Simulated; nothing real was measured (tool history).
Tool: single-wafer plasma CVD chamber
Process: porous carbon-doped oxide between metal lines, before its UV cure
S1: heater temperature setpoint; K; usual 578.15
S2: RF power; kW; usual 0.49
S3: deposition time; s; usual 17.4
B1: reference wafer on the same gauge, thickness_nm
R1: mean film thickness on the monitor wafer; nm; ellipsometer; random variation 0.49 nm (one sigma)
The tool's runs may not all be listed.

| run | hour | S1 | S2 | S3 | B1 | R1 |
|---|---|---|---|---|---|---|
| 1 | 0 | 583.15 | 0.49 | 19.7 | 122.047 | 108.219 |
| 2 | 34 | 583.15 | 0.49 | 19.7 | 121.75 | 106.895 |
| 3 | 48.5 | 583.15 | 0.49 | 19.7 | 121.82 | 108.661 |
| 4 | 78.7 | 567.15 | 0.49 | 18.9 | 121.981 | 115.456 |
| 5 | 92.1 | 567.15 | 0.49 | 18.9 | 122.036 | 113.935 |
| 6 | 121.3 | 578.15 | 0.49 | 17.4 | 122.039 | 98.655 |
| 7 | 142.1 | 578.15 | 0.49 | 17.4 | 122.018 | 99.001 |
| 8 | 173.8 | 578.15 | 0.49 | 17.4 | 121.797 | 98.024 |
| 9 | 186.9 | 578.15 | 0.49 | 17.4 | 121.851 | 98.5 |
| 10 | 218.1 | 578.15 | 0.49 | 17.4 | 122.03 | 98.647 |
|  | 250.5 | RF generator calibrated |
| 11 | 251 | 578.15 | 0.49 | 17.4 | 122.005 | 98.788 |
| 12 | 268.1 | 578.15 | 0.49 | 17.4 | 121.832 | 98.601 |
| 13 | 301 | 578.15 | 0.49 | 17.4 | 122.022 | 99.233 |
| 14 | 315.4 | 578.15 | 0.49 | 17.4 | 121.912 | 98.732 |
| 15 | 344.4 | 578.15 | 0.49 | 17.4 | 122.159 | 98.561 |
|  | 371.5 | thermocouple changed; heater temperature recalibrated |
| 16 | 373.1 | 588.15 | 0.54 | 15.5 | 122.108 | 91.911 |
| 17 | 406.5 | 573.15 | 0.49 | 17.4 | 122.316 | 104.178 |
| 18 | 428.6 | 566.15 | 0.41 | 17.4 | 121.969 | 93.95 |
|  | 446 | gauge calibrated |
| 19 | 508.5 | 578.15 | 0.49 | 14.8 | 121.65 | 87.059 |
| 20 | 543.6 | 578.15 | 0.49 | 17.4 | 122.19 | 101.516 |
| 21 | 556.3 | 578.15 | 0.49 | 17.4 | 121.951 | 100.163 |
| 22 | 575.6 | 566.15 | 0.53 | 14.7 | 122.228 | 98.07 |
| 23 | 591.1 | 584.15 | 0.49 | 17.4 | 121.874 | 97.904 |
| 24 | 608.8 | 578.15 | 0.455 | 16.2 | 121.93 | 88.117 |
|  | 627.2 | showerhead replaced |
| 25 | 627.7 | 578.15 | 0.49 | 17.4 | 122.016 | 101.77 |
| 26 | 645.5 | 584.15 | 0.49 | 20.4 | 122.103 | 113.259 |
| 27 | 660.4 | 578.15 | 0.49 | 17.4 | 121.909 | 101.403 |
| 28 | 682 | 592.15 | 0.49 | 17.4 | 121.886 | 92.611 |
| 29 | 713.3 | 578.15 | 0.455 | 16.2 | 122.413 | 88.697 |
| 30 | 737.4 | 590.15 | 0.55 | 19.6 | 121.819 | 114.095 |
| 31 | 765.7 | 565.15 | 0.395 | 20.8 | 122.172 | 107.483 |
| 32 | 788.3 | 567.15 | 0.49 | 14.1 | 122.16 | 88.016 |
| 33 | 809.1 | 578.15 | 0.425 | 14.1 | 121.975 | 72.941 |
| 34 | 908.7 | 578.15 | 0.49 | 17.4 | 121.766 | 99.57 |

Some steps in R1 between neighbouring runs. How much of each would the tool show without its hidden state too (settings, what came in, random variation), and how much is left for the hidden state, with any gauge scatter that isn't in both results?
The hidden state here: wafer temperature above the value expected at the setpoint (K); delivered RF power above the setpoint (%); gauge reads high (%).
Run 5 -> 6: S1 567.15 -> 578.15, S3 18.9 -> 17.4. R1 -15.28 nm: hidden state +0.87, all else -16.15.
Run 15 -> 16: S1 578.15 -> 588.15, S2 0.49 -> 0.54, S3 17.4 -> 15.5, thermocouple changed; heater temperature recalibrated. R1 -6.65 nm: hidden state +3.466, all else -10.116.
Run 29 -> 30: S1 578.15 -> 590.15, S2 0.455 -> 0.55, S3 16.2 -> 19.6. R1 +25.398 nm: hidden state -0.346, all else +25.744.
Run 31 -> 32: S1 565.15 -> 567.15, S2 0.395 -> 0.49, S3 20.8 -> 14.1. R1 -19.467 nm: hidden state +0.325, all else -19.792.
Run 33 -> 34: S2 0.425 -> 0.49, S3 14.1 -> 17.4. R1 +26.629 nm: hidden state -0.773, all else +27.402.

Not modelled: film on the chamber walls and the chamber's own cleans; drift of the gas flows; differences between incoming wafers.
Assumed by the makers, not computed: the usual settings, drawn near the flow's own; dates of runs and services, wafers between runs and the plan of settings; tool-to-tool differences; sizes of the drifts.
